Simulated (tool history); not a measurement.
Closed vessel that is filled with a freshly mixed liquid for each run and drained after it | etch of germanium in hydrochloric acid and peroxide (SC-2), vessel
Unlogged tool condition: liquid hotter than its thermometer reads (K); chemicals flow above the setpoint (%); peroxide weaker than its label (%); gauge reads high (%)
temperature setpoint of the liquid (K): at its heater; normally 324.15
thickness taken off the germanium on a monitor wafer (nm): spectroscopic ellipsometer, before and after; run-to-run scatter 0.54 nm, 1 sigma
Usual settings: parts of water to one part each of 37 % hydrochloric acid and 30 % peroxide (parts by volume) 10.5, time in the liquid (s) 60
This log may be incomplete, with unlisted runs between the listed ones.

| run | hour | temperature setpoint of the liquid (K) | parts of water to one part each of 37 % hydrochloric acid and 30 % peroxide (parts by volume) | time in the liquid (s) | wafers since the last listed run | hours since the thermometer was replaced | hours since the chemicals flow meter was replaced | hours since the drum of peroxide was connected | hours since the gauge calibration | read-back film thickness of the germanium reference wafer, read on the same gauge (nm) | thickness taken off the germanium on a monitor wafer (nm) |
|---|---|---|---|---|---|---|---|---|---|---|---|
| 1 | 0 | 324.15 | 10.5 | 60 | 0 | 534.6 | 1436.5 | 449 | 201.8 | 120 | 128.33 |
| 2 | 17.6 | 324.15 | 10.5 | 60 | 2074 | 552.2 | 1454.1 | 466.6 | 219.4 | 120.01 | 128.17 |
| 3 | 45.2 | 319.15 | 10.5 | 40 | 3253 | 579.8 | 1481.7 | 494.2 | 247 | 119.99 | 73.54 |
| 4 | 71.4 | 319.15 | 10.5 | 40 | 3088 | 606 | 1507.9 | 520.4 | 273.2 | 120 | 73.42 |
| 5 | 97.9 | 319.15 | 10.5 | 40 | 3124 | 632.5 | 1534.4 | 546.9 | 299.7 | 119.99 | 73.77 |
| 6 | 117 | 324.15 | 12.5 | 60 | 2251 | 651.6 | 1553.5 | 566 | 318.8 | 120.01 | 126.79 |
| 7 | 150.4 | 324.15 | 10.5 | 60 | 3937 | 685 | 1586.9 | 599.4 | 352.2 | 120 | 129.96 |
| 8 | 176.1 | 317.65 | 10.5 | 60 | 3029 | 710.7 | 1612.6 | 625.1 | 377.9 | 120.02 | 105.39 |
| 9 | 189.6 | 317.65 | 10.5 | 60 | 1591 | 724.2 | 1626.1 | 638.6 | 391.4 | 120.02 | 105.73 |
| 10 | 202.8 | 324.15 | 10.5 | 60 | 1556 | 737.4 | 1639.3 | 651.8 | 404.6 | 120.02 | 129.7 |
| 11 | 235.4 | 324.15 | 10.5 | 60 | 3843 | 770 | 1671.9 | 684.4 | 437.2 | 120 | 129.61 |
| 12 | 254.4 | 324.15 | 10.5 | 60 | 2239 | 789 | 1690.9 | 703.4 | 456.2 | 120.03 | 130.48 |
| 13 | 288.5 | 324.15 | 10.5 | 60 | 4020 | 823.1 | 1725 | 737.5 | 490.3 | 120 | 130.99 |
| 14 | 323.1 | 324.15 | 10.5 | 45 | 4079 | 857.7 | 1759.6 | 772.1 | 524.9 | 119.98 | 98.5 |

Run 15, settings as shown, results not yet in. Your forecast:
|  | 329.1 | gauge calibrated |
| 15 | 335.7 | 331.65 | 13 | 60 | 1485 | 870.3 | 1772.2 | 784.7 | 6.6 | ? | ? |

{"run 15": {"read-back film thickness of the germanium reference wafer, read on the same gauge (nm)": 120.02, "thickness taken off the germanium on a monitor wafer (nm)": 159.21}}
Were there no unlogged condition in the tool, this run, its random variation unchanged, would have produced thickness taken off the germanium on a monitor wafer (nm) 150.35.
